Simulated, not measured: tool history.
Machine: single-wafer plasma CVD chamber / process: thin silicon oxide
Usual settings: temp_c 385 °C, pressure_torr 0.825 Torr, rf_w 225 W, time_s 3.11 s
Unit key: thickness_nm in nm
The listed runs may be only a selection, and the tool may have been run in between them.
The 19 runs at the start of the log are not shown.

run,day,temp_c,pressure_torr,rf_w,time_s,wafers since the last listed run,hours since the last thermocouple change,hours since the last RF generator calibration,hours since the last manometer calibration,hours since the showerhead was replaced,hours since the gauge calibration,"read-back reference wafer on the same gauge, thickness_nm",thickness_nm
# day 84.792: RF generator calibrated
20,86.375,385,0.825,225,3.11,4699,1360.5,38.0,1130.1,1474.1,988.2,5.020,5.278
21,88.167,381,0.764,265,2.56,2235,1403.5,81.0,1173.1,1517.1,1031.2,5.018,4.265
22,90.367,385,0.825,225,3.31,2744,1456.3,133.8,1225.9,1569.9,1084.0,5.022,5.616
23,92.883,385,0.825,225,3.11,3139,1516.7,194.2,1286.3,1630.3,1144.4,5.015,5.248
24,96.792,391,1.000,205,2.70,4876,1610.5,288.0,1380.1,1724.1,1238.2,5.021,5.184
25,99.562,390,0.767,180,3.11,3456,1677.0,354.5,1446.6,1790.6,1304.7,5.018,4.605
26,104.958,385,0.825,200,3.11,6731,1806.5,484.0,1576.1,1920.1,1434.2,5.019,5.065
27,107.633,385,0.825,200,3.11,3337,1870.7,548.2,1640.3,1984.3,1498.4,5.027,5.099
28,111.217,399,1.021,225,3.11,4470,1956.7,634.2,1726.3,2070.3,1584.4,5.016,6.094
29,113.271,385,0.747,225,2.88,2562,2006.0,683.5,1775.6,2119.6,1633.7,5.023,4.438

The next listed run, before its measurement:
30,122.242,378,1.024,245,3.11,11192,2221.3,898.8,1990.9,2334.9,1849.0,?,?

Run 30 came out at read-back reference wafer on the same gauge, thickness_nm 5.021, thickness_nm 6.387 nm.
Minus the tool's unlogged condition, the same run would have read thickness_nm 6.387 nm.
